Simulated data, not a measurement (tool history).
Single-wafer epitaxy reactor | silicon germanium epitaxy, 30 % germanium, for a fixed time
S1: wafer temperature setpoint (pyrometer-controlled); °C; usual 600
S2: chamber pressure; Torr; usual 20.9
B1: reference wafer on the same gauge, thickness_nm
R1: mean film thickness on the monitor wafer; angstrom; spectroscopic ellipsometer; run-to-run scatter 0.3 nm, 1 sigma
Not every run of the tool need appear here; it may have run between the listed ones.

run 1 hour=0.0 | S1=600 S2=20.9 | B1=51.167 | R1=595.08
run 2 hour=33.8 | S1=600 S2=20.9 | B1=51.190 | R1=593.06
run 3 hour=83.2 | S1=600 S2=20.9 | B1=51.055 | R1=595.38
run 4 hour=157.7 | S1=611 S2=23.7 | B1=50.861 | R1=761.31
run 5 hour=205.5 | S1=590 S2=18.2 | B1=50.853 | R1=460.91
run 6 hour=267.7 | S1=590 S2=18.2 | B1=50.774 | R1=454.20
-- hour=315.3 pyrometer calibrated
run 7 hour=315.8 | S1=590 S2=18.2 | B1=50.623 | R1=456.17
-- hour=342.9 capacitance manometer re-zeroed and calibrated
run 8 hour=368.2 | S1=605 S2=20.9 | B1=50.527 | R1=646.16
run 9 hour=415.8 | S1=603 S2=17.0 | B1=50.450 | R1=584.70
run 10 hour=449.1 | S1=603 S2=17.0 | B1=50.422 | R1=581.28
run 11 hour=508.5 | S1=609 S2=18.3 | B1=50.094 | R1=674.59
run 12 hour=540.7 | S1=606 S2=22.3 | B1=50.099 | R1=665.03
-- hour=550.1 gauge calibrated
run 13 hour=567.7 | S1=600 S2=17.7 | B1=51.369 | R1=568.63
run 14 hour=638.8 | S1=600 S2=23.0 | B1=51.337 | R1=608.62
run 15 hour=694.8 | S1=587 S2=18.9 | B1=51.291 | R1=441.26
-- hour=719.3 showerhead replaced
run 16 hour=743.0 | S1=600 S2=20.9 | B1=51.269 | R1=593.93
run 17 hour=777.4 | S1=600 S2=20.9 | B1=51.294 | R1=596.56
run 18 hour=811.8 | S1=611 S2=22.7 | B1=51.231 | R1=760.83
run 19 hour=848.5 | S1=612 S2=20.9 | B1=51.341 | R1=763.22
run 20 hour=874.1 | S1=589 S2=17.2 | B1=51.144 | R1=444.85
run 21 hour=901.5 | S1=609 S2=20.9 | B1=51.143 | R1=711.11

4 options for the next run, each taken on its own from the tool as it stands now. Forecast them:
run A hour=901.9 | S1=600 S2=20.9 | B1=? | R1=?
run B hour=901.9 | S1=606 S2=23.3 | B1=? | R1=?
run C hour=901.9 | S1=600 S2=16.8 | B1=? | R1=?
run D hour=901.9 | S1=611 S2=17.2 | B1=? | R1=?

run=A B1=51.391 R1=591.60
run=B B1=51.391 R1=691.77
run=C B1=51.391 R1=555.81
run=D B1=51.391 R1=701.19
The same runs, with their run-to-run variation unchanged, on a tool lacking any hidden condition would have given:
run=A R1=594.85
run=B R1=695.58
run=C R1=558.87
run=D R1=705.05

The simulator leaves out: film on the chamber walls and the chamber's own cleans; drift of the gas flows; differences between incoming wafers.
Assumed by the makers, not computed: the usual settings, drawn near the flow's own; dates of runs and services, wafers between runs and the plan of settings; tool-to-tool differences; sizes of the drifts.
